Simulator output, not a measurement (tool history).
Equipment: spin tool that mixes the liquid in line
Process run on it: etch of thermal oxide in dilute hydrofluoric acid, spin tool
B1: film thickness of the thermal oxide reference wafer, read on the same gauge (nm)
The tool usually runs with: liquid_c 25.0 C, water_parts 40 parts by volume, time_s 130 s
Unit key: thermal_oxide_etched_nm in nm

{"run": 1, "hour": 0.0, "liquid_c": 25.0, "water_parts": 40, "time_s": 130, "B1": 109.98, "thermal_oxide_etched_nm": 16.77}
{"run": 2, "hour": 26.6, "liquid_c": 25.0, "water_parts": 40, "time_s": 95, "B1": 110.0, "thermal_oxide_etched_nm": 12.31}
{"run": 3, "hour": 56.5, "liquid_c": 25.0, "water_parts": 40, "time_s": 85, "B1": 110.0, "thermal_oxide_etched_nm": 10.97}
{"run": 4, "hour": 72.6, "liquid_c": 25.0, "water_parts": 40, "time_s": 130, "B1": 110.0, "thermal_oxide_etched_nm": 16.8}
{"run": 5, "hour": 85.2, "liquid_c": 25.0, "water_parts": 40, "time_s": 130, "B1": 110.04, "thermal_oxide_etched_nm": 16.66}
{"run": 6, "hour": 115.3, "liquid_c": 25.0, "water_parts": 40, "time_s": 130, "B1": 109.99, "thermal_oxide_etched_nm": 16.82}
{"run": 7, "hour": 138.3, "liquid_c": 25.0, "water_parts": 40, "time_s": 130, "B1": 109.98, "thermal_oxide_etched_nm": 16.83}
{"run": 8, "hour": 154.2, "liquid_c": 25.0, "water_parts": 40, "time_s": 130, "B1": 109.99, "thermal_oxide_etched_nm": 16.62}
{"run": 9, "hour": 183.0, "liquid_c": 24.0, "water_parts": 40, "time_s": 130, "B1": 110.0, "thermal_oxide_etched_nm": 15.95}
{"run": 10, "hour": 201.3, "liquid_c": 25.0, "water_parts": 40, "time_s": 130, "B1": 109.99, "thermal_oxide_etched_nm": 16.57}
{"hour": 204.4, "done": "thermometer replaced"}
{"run": 11, "hour": 291.1, "liquid_c": 25.0, "water_parts": 40, "time_s": 130, "B1": 110.01, "thermal_oxide_etched_nm": 17.07}
{"run": 12, "hour": 308.6, "liquid_c": 25.0, "water_parts": 40, "time_s": 130, "B1": 110.0, "thermal_oxide_etched_nm": 17.17}
{"run": 13, "hour": 323.7, "liquid_c": 24.0, "water_parts": 40, "time_s": 130, "B1": 110.0, "thermal_oxide_etched_nm": 16.45}
{"hour": 339.4, "done": "hydrofluoric acid flow meter replaced"}
{"hour": 340.0, "done": "gauge calibrated"}
{"run": 14, "hour": 340.0, "liquid_c": 25.0, "water_parts": 40, "time_s": 200, "B1": 110.02, "thermal_oxide_etched_nm": 26.35}
{"run": 15, "hour": 364.0, "liquid_c": 25.0, "water_parts": 40, "time_s": 130, "B1": 110.02, "thermal_oxide_etched_nm": 17.15}
{"run": 16, "hour": 390.1, "liquid_c": 28.5, "water_parts": 40, "time_s": 130, "B1": 109.99, "thermal_oxide_etched_nm": 19.61}
{"run": 17, "hour": 407.7, "liquid_c": 20.5, "water_parts": 40, "time_s": 130, "B1": 110.0, "thermal_oxide_etched_nm": 14.22}
{"run": 18, "hour": 434.5, "liquid_c": 25.0, "water_parts": 20, "time_s": 105, "B1": 110.03, "thermal_oxide_etched_nm": 28.45}
{"run": 19, "hour": 498.9, "liquid_c": 29.5, "water_parts": 50, "time_s": 60, "B1": 109.99, "thermal_oxide_etched_nm": 7.49}
{"run": 20, "hour": 511.5, "liquid_c": 29.0, "water_parts": 55, "time_s": 155, "B1": 110.04, "thermal_oxide_etched_nm": 17.04}
{"run": 21, "hour": 532.2, "liquid_c": 25.0, "water_parts": 40, "time_s": 105, "B1": 109.97, "thermal_oxide_etched_nm": 13.71}
{"run": 22, "hour": 547.7, "liquid_c": 25.0, "water_parts": 40, "time_s": 130, "B1": 110.03, "thermal_oxide_etched_nm": 17.06}
{"run": 23, "hour": 566.2, "liquid_c": 25.0, "water_parts": 40, "time_s": 130, "B1": 109.97, "thermal_oxide_etched_nm": 17.08}
{"run": 24, "hour": 622.8, "liquid_c": 30.0, "water_parts": 25, "time_s": 130, "B1": 110.03, "thermal_oxide_etched_nm": 33.63}

Pick out some run-to-run changes in thermal_oxide_etched_nm. Of each, how much would a tool without hidden state show as well, from the settings, what came in and chance, and how much is left for the hidden state and any gauge scatter not in both results compared?
Hidden state present: liquid colder than its thermometer reads (K); hydrofluoric acid flow above the setpoint (%); gauge reads high (%).
Run 10 -> 11: thermometer replaced. thermal_oxide_etched_nm +0.50 nm: hidden state +0.55, all else -0.05.
Run 18 -> 19: liquid_c 25.0 -> 29.5, water_parts 20 -> 50, time_s 105 -> 60. thermal_oxide_etched_nm -20.96 nm: hidden state +0.30, all else -21.26.
Run 23 -> 24: liquid_c 25.0 -> 30.0, water_parts 40 -> 25. thermal_oxide_etched_nm +16.55 nm: hidden state -0.43, all else +16.98.
